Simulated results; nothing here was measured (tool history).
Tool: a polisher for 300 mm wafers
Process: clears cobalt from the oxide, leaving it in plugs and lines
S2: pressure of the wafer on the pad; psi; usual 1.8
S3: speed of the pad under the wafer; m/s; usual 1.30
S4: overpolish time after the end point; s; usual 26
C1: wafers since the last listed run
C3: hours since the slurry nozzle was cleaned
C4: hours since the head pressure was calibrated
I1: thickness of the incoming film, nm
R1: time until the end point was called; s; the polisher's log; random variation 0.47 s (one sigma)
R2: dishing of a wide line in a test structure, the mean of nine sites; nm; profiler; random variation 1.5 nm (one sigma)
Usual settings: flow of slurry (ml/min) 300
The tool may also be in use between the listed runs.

run 1 hour=0.0 | flow_of_slurry_(ml/min)=300 S2=1.4 S3=1.30 S4=26 | C1=0 wafers_polished_on_this_pad=6668 C3=747.3 C4=568.8 | I1=271.2 | R1=53.3 R2=65.2
-- hour=37.9 worn pad replaced by a new one
-- hour=67.3 slurry nozzle cleaned
run 2 hour=77.4 | flow_of_slurry_(ml/min)=300 S2=1.4 S3=1.30 S4=26 | C1=637 wafers_polished_on_this_pad=339 C3=10.1 C4=646.2 | I1=274.0 | R1=53.4 R2=64.0
run 3 hour=130.7 | flow_of_slurry_(ml/min)=300 S2=1.8 S3=1.30 S4=26 | C1=469 wafers_polished_on_this_pad=808 C3=63.4 C4=699.5 | I1=270.5 | R1=42.1 R2=70.6
run 4 hour=188.3 | flow_of_slurry_(ml/min)=300 S2=1.8 S3=1.30 S4=26 | C1=506 wafers_polished_on_this_pad=1315 C3=121.0 C4=757.1 | I1=270.2 | R1=42.3 R2=72.9
run 5 hour=261.3 | flow_of_slurry_(ml/min)=300 S2=1.8 S3=1.30 S4=26 | C1=642 wafers_polished_on_this_pad=1957 C3=194.0 C4=830.1 | I1=264.8 | R1=40.6 R2=71.7
run 6 hour=360.5 | flow_of_slurry_(ml/min)=300 S2=1.8 S3=1.06 S4=26 | C1=873 wafers_polished_on_this_pad=2831 C3=293.2 C4=929.3 | I1=270.8 | R1=50.9 R2=66.2
run 7 hour=411.6 | flow_of_slurry_(ml/min)=300 S2=1.8 S3=1.06 S4=26 | C1=449 wafers_polished_on_this_pad=3280 C3=344.3 C4=980.4 | I1=269.9 | R1=50.4 R2=65.8
run 8 hour=503.2 | flow_of_slurry_(ml/min)=300 S2=1.8 S3=1.06 S4=26 | C1=806 wafers_polished_on_this_pad=4087 C3=435.9 C4=1072.0 | I1=268.2 | R1=48.8 R2=66.9
run 9 hour=602.9 | flow_of_slurry_(ml/min)=300 S2=1.8 S3=1.30 S4=26 | C1=877 wafers_polished_on_this_pad=4964 C3=535.6 C4=1171.7 | I1=271.5 | R1=41.2 R2=71.6
run 10 hour=670.4 | flow_of_slurry_(ml/min)=300 S2=2.1 S3=1.30 S4=26 | C1=594 wafers_polished_on_this_pad=5558 C3=603.1 C4=1239.2 | I1=269.7 | R1=34.4 R2=75.1
-- hour=698.2 head pressure recalibrated
run 11 hour=732.4 | flow_of_slurry_(ml/min)=360 S2=2.0 S3=1.30 S4=19 | C1=528 wafers_polished_on_this_pad=6086 C3=665.1 C4=34.2 | I1=273.6 | R1=38.9 R2=63.4
run 12 hour=773.4 | flow_of_slurry_(ml/min)=350 S2=1.8 S3=1.66 S4=16 | C1=360 wafers_polished_on_this_pad=6447 C3=706.1 C4=75.2 | I1=270.9 | R1=33.2 R2=63.4
-- hour=856.0 worn pad replaced by a new one
-- hour=858.5 slurry nozzle cleaned
run 13 hour=871.7 | flow_of_slurry_(ml/min)=300 S2=1.4 S3=1.14 S4=26 | C1=821 wafers_polished_on_this_pad=129 C3=13.2 C4=173.5 | I1=270.0 | R1=62.9 R2=62.3
run 14 hour=944.4 | flow_of_slurry_(ml/min)=240 S2=1.8 S3=0.96 S4=26 | C1=639 wafers_polished_on_this_pad=769 C3=85.9 C4=246.2 | I1=268.5 | R1=58.9 R2=61.1
run 15 hour=991.4 | flow_of_slurry_(ml/min)=300 S2=1.8 S3=1.30 S4=26 | C1=413 wafers_polished_on_this_pad=1182 C3=132.9 C4=293.2 | I1=267.6 | R1=41.5 R2=68.8
run 16 hour=1073.8 | flow_of_slurry_(ml/min)=300 S2=1.8 S3=1.54 S4=26 | C1=725 wafers_polished_on_this_pad=1908 C3=215.3 C4=375.6 | I1=274.4 | R1=36.0 R2=73.7
run 17 hour=1356.5 | flow_of_slurry_(ml/min)=300 S2=1.8 S3=1.30 S4=26 | C1=2488 wafers_polished_on_this_pad=4396 C3=498.0 C4=658.3 | I1=268.9 | R1=41.3 R2=69.6
run 18 hour=1427.2 | flow_of_slurry_(ml/min)=355 S2=1.3 S3=1.74 S4=41 | C1=622 wafers_polished_on_this_pad=5018 C3=568.7 C4=729.0 | I1=268.1 | R1=41.8 R2=77.9
run 19 hour=1512.0 | flow_of_slurry_(ml/min)=300 S2=1.8 S3=1.30 S4=26 | C1=746 wafers_polished_on_this_pad=5765 C3=653.5 C4=813.8 | I1=269.1 | R1=41.5 R2=72.3
-- hour=1520.2 worn pad replaced by a new one
-- hour=1544.9 slurry nozzle cleaned
run 20 hour=1562.6 | flow_of_slurry_(ml/min)=300 S2=2.4 S3=1.14 S4=26 | C1=401 wafers_polished_on_this_pad=364 C3=17.7 C4=864.4 | I1=270.0 | R1=36.0 R2=73.1
run 21 hour=1656.0 | flow_of_slurry_(ml/min)=300 S2=1.8 S3=1.30 S4=32 | C1=822 wafers_polished_on_this_pad=1186 C3=111.1 C4=957.8 | I1=271.0 | R1=41.7 R2=74.3
run 22 hour=1698.1 | flow_of_slurry_(ml/min)=300 S2=1.8 S3=1.30 S4=26 | C1=370 wafers_polished_on_this_pad=1557 C3=153.2 C4=999.9 | I1=269.4 | R1=40.9 R2=72.8
run 23 hour=1745.1 | flow_of_slurry_(ml/min)=370 S2=1.8 S3=0.98 S4=26 | C1=413 wafers_polished_on_this_pad=1970 C3=200.2 C4=1046.9 | I1=266.2 | R1=52.3 R2=65.4
run 24 hour=1788.5 | flow_of_slurry_(ml/min)=300 S2=1.8 S3=1.30 S4=31 | C1=382 wafers_polished_on_this_pad=2352 C3=243.6 C4=1090.3 | I1=269.3 | R1=40.1 R2=75.8
run 25 hour=1836.0 | flow_of_slurry_(ml/min)=300 S2=1.8 S3=1.68 S4=31 | C1=418 wafers_polished_on_this_pad=2771 C3=291.1 C4=1137.8 | I1=267.1 | R1=31.2 R2=77.0
-- hour=1990.1 head pressure recalibrated
run 26 hour=2142.9 | flow_of_slurry_(ml/min)=300 S2=1.8 S3=0.96 S4=26 | C1=2683 wafers_polished_on_this_pad=5454 C3=598.0 C4=152.8 | I1=267.5 | R1=56.4 R2=65.4
-- hour=2201.1 worn pad replaced by a new one
run 27 hour=2208.4 | flow_of_slurry_(ml/min)=300 S2=1.8 S3=1.30 S4=17 | C1=541 wafers_polished_on_this_pad=64 C3=663.5 C4=218.3 | I1=264.9 | R1=40.2 R2=60.6
run 28 hour=2246.7 | flow_of_slurry_(ml/min)=300 S2=2.0 S3=1.30 S4=17 | C1=337 wafers_polished_on_this_pad=401 C3=701.8 C4=256.6 | I1=269.7 | R1=38.1 R2=64.1
-- hour=2259.1 slurry nozzle cleaned
run 29 hour=2302.5 | flow_of_slurry_(ml/min)=350 S2=1.3 S3=1.58 S4=31 | C1=482 wafers_polished_on_this_pad=883 C3=43.4 C4=312.4 | I1=267.1 | R1=45.9 R2=73.2
run 30 hour=2374.3 | flow_of_slurry_(ml/min)=300 S2=1.8 S3=1.30 S4=26 | C1=631 wafers_polished_on_this_pad=1515 C3=115.2 C4=384.2 | I1=274.5 | R1=42.9 R2=72.4
run 31 hour=2475.7 | flow_of_slurry_(ml/min)=300 S2=1.3 S3=1.30 S4=26 | C1=892 wafers_polished_on_this_pad=2408 C3=216.6 C4=485.6 | I1=268.7 | R1=57.3 R2=62.8
run 32 hour=2520.7 | flow_of_slurry_(ml/min)=260 S2=1.8 S3=1.30 S4=26 | C1=396 wafers_polished_on_this_pad=2804 C3=261.6 C4=530.6 | I1=267.5 | R1=41.9 R2=72.5
run 33 hour=2587.4 | flow_of_slurry_(ml/min)=300 S2=1.3 S3=1.30 S4=26 | C1=587 wafers_polished_on_this_pad=3391 C3=328.3 C4=597.3 | I1=270.7 | R1=57.6 R2=64.6

Hidden state at the last listed run before each entry between runs and at the first one after, where it differs:
Between runs 1 and 2: worn pad replaced by a new one (hour 37.9); slurry nozzle cleaned (hour 67.3)
  deviation of the head's pressure from its setpoint, %: 4.17 -> 4.57
  measured less the result without the state, R1: -2.2 -> -2.4 s; R2: +1.1 -> +1.2 nm
Between runs 10 and 11: head pressure recalibrated (hour 698.2)
  deviation of the head's pressure from its setpoint, %: 7.67 -> 0.526
  measured less the result without the state, R1: -2.6 -> -0.2 s; R2: +1.3 -> +0.1 nm
Between runs 12 and 13: worn pad replaced by a new one (hour 856.0); slurry nozzle cleaned (hour 858.5)
  deviation of the head's pressure from its setpoint, %: 0.74 -> 1.25
  measured less the result without the state, R1: -0.2 -> -0.8 s; R2: +0.2 -> +0.4 nm
Between runs 19 and 20: worn pad replaced by a new one (hour 1520.2); slurry nozzle cleaned (hour 1544.9)
  deviation of the head's pressure from its setpoint, %: 4.6 -> 4.86
  measured less the result without the state, R1: -1.9 -> -1.7 s; R2: +1.0 -> +0.8 nm
Between runs 25 and 26: head pressure recalibrated (hour 1990.1)
  deviation of the head's pressure from its setpoint, %: 6.29 -> 2.54
  measured less the result without the state, R1: -1.9 -> -1.4 s; R2: +0.6 -> +0.6 nm
Between runs 26 and 27: worn pad replaced by a new one (hour 2201.1)
  deviation of the head's pressure from its setpoint, %: 2.54 -> 2.88
  measured less the result without the state, R1: -1.4 -> -1.2 s; R2: +0.6 -> +0.8 nm
Between runs 28 and 29: slurry nozzle cleaned (hour 2259.1)
  deviation of the head's pressure from its setpoint, %: 3.08 -> 3.37
  measured less the result without the state, R1: -1.2 -> -1.5 s; R2: +0.9 -> +0.7 nm
